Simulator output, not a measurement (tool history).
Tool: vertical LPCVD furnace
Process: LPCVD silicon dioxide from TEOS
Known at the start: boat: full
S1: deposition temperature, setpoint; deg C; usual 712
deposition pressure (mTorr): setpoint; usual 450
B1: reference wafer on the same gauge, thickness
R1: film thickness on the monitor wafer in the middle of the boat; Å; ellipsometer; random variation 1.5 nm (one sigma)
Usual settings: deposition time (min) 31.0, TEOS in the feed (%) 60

run 1 hour=0.0 | S1=709 deposition_pressure_(mTorr)=450 deposition_time_(min)=31.0 TEOS_in_the_feed_(%)=63 | B1=357.51 | R1=3505.0
run 2 hour=151.6 | S1=709 deposition_pressure_(mTorr)=450 deposition_time_(min)=31.0 TEOS_in_the_feed_(%)=63 | B1=357.69 | R1=3503.2
run 3 hour=231.3 | S1=709 deposition_pressure_(mTorr)=450 deposition_time_(min)=31.0 TEOS_in_the_feed_(%)=63 | B1=358.22 | R1=3509.7
run 4 hour=292.0 | S1=712 deposition_pressure_(mTorr)=450 deposition_time_(min)=31.0 TEOS_in_the_feed_(%)=57 | B1=357.96 | R1=3576.9
run 5 hour=347.6 | S1=712 deposition_pressure_(mTorr)=370 deposition_time_(min)=31.0 TEOS_in_the_feed_(%)=60 | B1=357.90 | R1=3333.4
run 6 hour=448.7 | S1=712 deposition_pressure_(mTorr)=370 deposition_time_(min)=31.0 TEOS_in_the_feed_(%)=60 | B1=357.95 | R1=3304.3
run 7 hour=504.4 | S1=712 deposition_pressure_(mTorr)=370 deposition_time_(min)=31.0 TEOS_in_the_feed_(%)=60 | B1=358.27 | R1=3330.3
run 8 hour=555.9 | S1=712 deposition_pressure_(mTorr)=450 deposition_time_(min)=31.0 TEOS_in_the_feed_(%)=60 | B1=358.18 | R1=3696.5
-- hour=603.6 thermocouples replaced and temperature profile calibrated
run 9 hour=633.9 | S1=712 deposition_pressure_(mTorr)=450 deposition_time_(min)=38.5 TEOS_in_the_feed_(%)=60 | B1=357.89 | R1=4401.4
run 10 hour=731.0 | S1=712 deposition_pressure_(mTorr)=450 deposition_time_(min)=38.5 TEOS_in_the_feed_(%)=60 | B1=357.84 | R1=4387.6
-- hour=771.1 TEOS flow controller replaced
run 11 hour=771.6 | S1=712 deposition_pressure_(mTorr)=450 deposition_time_(min)=31.0 TEOS_in_the_feed_(%)=60 | B1=357.69 | R1=3556.2
run 12 hour=843.1 | S1=712 deposition_pressure_(mTorr)=450 deposition_time_(min)=33.5 TEOS_in_the_feed_(%)=63 | B1=358.10 | R1=3915.9
-- hour=882.3 gauge calibrated
run 13 hour=927.1 | S1=702 deposition_pressure_(mTorr)=450 deposition_time_(min)=31.0 TEOS_in_the_feed_(%)=60 | B1=357.67 | R1=2833.4
run 14 hour=1041.1 | S1=712 deposition_pressure_(mTorr)=450 deposition_time_(min)=31.0 TEOS_in_the_feed_(%)=60 | B1=357.79 | R1=3532.1
run 15 hour=1116.2 | S1=712 deposition_pressure_(mTorr)=450 deposition_time_(min)=31.0 TEOS_in_the_feed_(%)=60 | B1=357.92 | R1=3522.6
run 16 hour=1180.4 | S1=709 deposition_pressure_(mTorr)=495 deposition_time_(min)=31.0 TEOS_in_the_feed_(%)=60 | B1=357.91 | R1=3459.2
run 17 hour=1432.2 | S1=712 deposition_pressure_(mTorr)=400 deposition_time_(min)=21.0 TEOS_in_the_feed_(%)=70 | B1=358.21 | R1=2447.5
run 18 hour=1496.3 | S1=712 deposition_pressure_(mTorr)=450 deposition_time_(min)=37.5 TEOS_in_the_feed_(%)=60 | B1=357.89 | R1=4253.6
run 19 hour=1541.0 | S1=712 deposition_pressure_(mTorr)=545 deposition_time_(min)=31.0 TEOS_in_the_feed_(%)=60 | B1=358.22 | R1=3894.3
run 20 hour=1613.7 | S1=704 deposition_pressure_(mTorr)=400 deposition_time_(min)=31.0 TEOS_in_the_feed_(%)=66 | B1=358.47 | R1=2937.7
run 21 hour=1692.3 | S1=715 deposition_pressure_(mTorr)=385 deposition_time_(min)=31.0 TEOS_in_the_feed_(%)=60 | B1=357.68 | R1=3520.2
run 22 hour=1739.2 | S1=700 deposition_pressure_(mTorr)=365 deposition_time_(min)=31.0 TEOS_in_the_feed_(%)=60 | B1=358.00 | R1=2426.4
run 23 hour=1777.7 | S1=712 deposition_pressure_(mTorr)=450 deposition_time_(min)=24.0 TEOS_in_the_feed_(%)=60 | B1=357.89 | R1=2734.9
-- hour=1847.9 pressure gauge zeroed
run 24 hour=1857.8 | S1=703 deposition_pressure_(mTorr)=450 deposition_time_(min)=31.0 TEOS_in_the_feed_(%)=60 | B1=358.27 | R1=2885.5

Run 25 comes next. What will it give?
run 25 hour=1940.4 | S1=712 deposition_pressure_(mTorr)=450 deposition_time_(min)=31.0 TEOS_in_the_feed_(%)=68 | B1=? | R1=?

{"run 25": {"B1": 357.96, "R1": 3794.2}}
Without the tool's hidden state the same run would have given R1 3768.6 Å.
